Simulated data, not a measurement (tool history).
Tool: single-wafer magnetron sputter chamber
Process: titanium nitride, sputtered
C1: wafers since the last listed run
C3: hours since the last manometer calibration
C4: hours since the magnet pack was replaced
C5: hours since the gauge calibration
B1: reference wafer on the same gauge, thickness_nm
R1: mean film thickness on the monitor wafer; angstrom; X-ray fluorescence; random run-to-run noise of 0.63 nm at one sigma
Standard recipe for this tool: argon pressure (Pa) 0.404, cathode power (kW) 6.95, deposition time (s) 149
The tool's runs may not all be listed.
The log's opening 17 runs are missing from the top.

At hour 425.1: capacitance manometer re-zeroed and calibrated.
Run 18, hour 437.7: usual settings but argon pressure (Pa) 0.25, cathode power (kW) 5.4, deposition time (s) 161; C1 92; wafers on the sputter target 2049; C3 12.6; C4 4503.5; C5 926.8; B1 173.88. Result: R1 1697.37 angstrom.
At hour 454.4: gauge calibrated.
Run 19, hour 471.1: usual settings but argon pressure (Pa) 0.255, cathode power (kW) 7.95, deposition time (s) 134; C1 244; wafers on the sputter target 2294; C3 46; C4 4536.9; C5 16.7; B1 174.075. Result: R1 2066.78 angstrom.
Run 20, hour 496.3: usual settings; C1 184; wafers on the sputter target 2478; C3 71.2; C4 4562.1; C5 41.9; B1 174.022. Result: R1 1913.03 angstrom.
Run 21, hour 517.4: usual settings but argon pressure (Pa) 0.301, cathode power (kW) 7.85; C1 154; wafers on the sputter target 2632; C3 92.3; C4 4583.2; C5 63; B1 174.186. Result: R1 2213.18 angstrom.
Run 22, hour 535: usual settings but argon pressure (Pa) 0.455, cathode power (kW) 8.35, deposition time (s) 172; C1 128; wafers on the sputter target 2761; C3 109.9; C4 4600.8; C5 80.6; B1 174.096. Result: R1 2605.37 angstrom.
Run 23, hour 569.9: usual settings but cathode power (kW) 6.4; C1 255; wafers on the sputter target 3017; C3 144.8; C4 4635.7; C5 115.5; B1 173.901. Result: R1 1739.55 angstrom.
At hour 594.3: sputter target and shields replaced.
Run 24, hour 597.5: usual settings but argon pressure (Pa) 0.524, cathode power (kW) 7.6; C1 143; wafers on the sputter target 23; C3 172.4; C4 4663.3; C5 143.1; B1 173.972. Result: R1 2055.32 angstrom.
At hour 631.6: magnet pack replaced.
Run 25, hour 632.1: usual settings but argon pressure (Pa) 0.437; C1 194; wafers on the sputter target 218; C3 207; C4 0.5; C5 177.7; B1 173.924. Result: R1 1922.8 angstrom.
Run 26, hour 658.1: usual settings but argon pressure (Pa) 0.483, cathode power (kW) 6, deposition time (s) 177; C1 190; wafers on the sputter target 408; C3 233; C4 26.5; C5 203.7; B1 173.972. Result: R1 1926.52 angstrom.
Run 27, hour 690.5: usual settings but cathode power (kW) 5.45; C1 237; wafers on the sputter target 645; C3 265.4; C4 58.9; C5 236.1; B1 173.963. Result: R1 1513.18 angstrom.
Run 28, hour 716.5: usual settings; C1 190; wafers on the sputter target 836; C3 291.4; C4 84.9; C5 262.1; B1 174.022. Result: R1 1927.24 angstrom.
Run 29, hour 733.7: usual settings but argon pressure (Pa) 0.476, cathode power (kW) 5.85, deposition time (s) 165; C1 125; wafers on the sputter target 962; C3 308.6; C4 102.1; C5 279.3; B1 174.015. Result: R1 1748.14 angstrom.
Run 30, hour 758.9: usual settings but argon pressure (Pa) 0.34, cathode power (kW) 5.95, deposition time (s) 127; C1 184; wafers on the sputter target 1146; C3 333.8; C4 127.3; C5 304.5; B1 173.84. Result: R1 1438.82 angstrom.
Run 31, hour 783.2: usual settings but deposition time (s) 129; C1 177; wafers on the sputter target 1324; C3 358.1; C4 151.6; C5 328.8; B1 174.042. Result: R1 1655.7 angstrom.
Run 32, hour 799.7: usual settings; C1 120; wafers on the sputter target 1445; C3 374.6; C4 168.1; C5 345.3; B1 173.96. Result: R1 1913.21 angstrom.
Run 33, hour 815.1: usual settings but argon pressure (Pa) 0.314, deposition time (s) 161; C1 112; wafers on the sputter target 1557; C3 390; C4 183.5; C5 360.7; B1 174.097. Result: R1 2125.74 angstrom.
Run 34, hour 839: usual settings; C1 174; wafers on the sputter target 1732; C3 413.9; C4 207.4; C5 384.6; B1 173.878. Result: R1 1911.7 angstrom.

Here are 3 independent what-if runs from the current tool condition. What would each one return?
Run A, hour 839.4: usual settings but cathode power (kW) 8.35; C1 2; wafers on the sputter target 1735; C3 414.3; C4 207.8; C5 385; B1 ?. Result: R1 ?.
Run B, hour 839.4: usual settings but argon pressure (Pa) 0.528, cathode power (kW) 8, deposition time (s) 125; C1 2; wafers on the sputter target 1735; C3 414.3; C4 207.8; C5 385; B1 ?. Result: R1 ?.
Run C, hour 839.4: usual settings but cathode power (kW) 8.6; C1 2; wafers on the sputter target 1735; C3 414.3; C4 207.8; C5 385; B1 ?. Result: R1 ?.

run       B1       R1
  A  173.926  2283.82
  B  173.926  1759.65
  C  173.926   2352.2
Had the tool no hidden state, the same runs would have come out as:
run       R1
  A  2352.21
  B  1812.35
  C  2422.64

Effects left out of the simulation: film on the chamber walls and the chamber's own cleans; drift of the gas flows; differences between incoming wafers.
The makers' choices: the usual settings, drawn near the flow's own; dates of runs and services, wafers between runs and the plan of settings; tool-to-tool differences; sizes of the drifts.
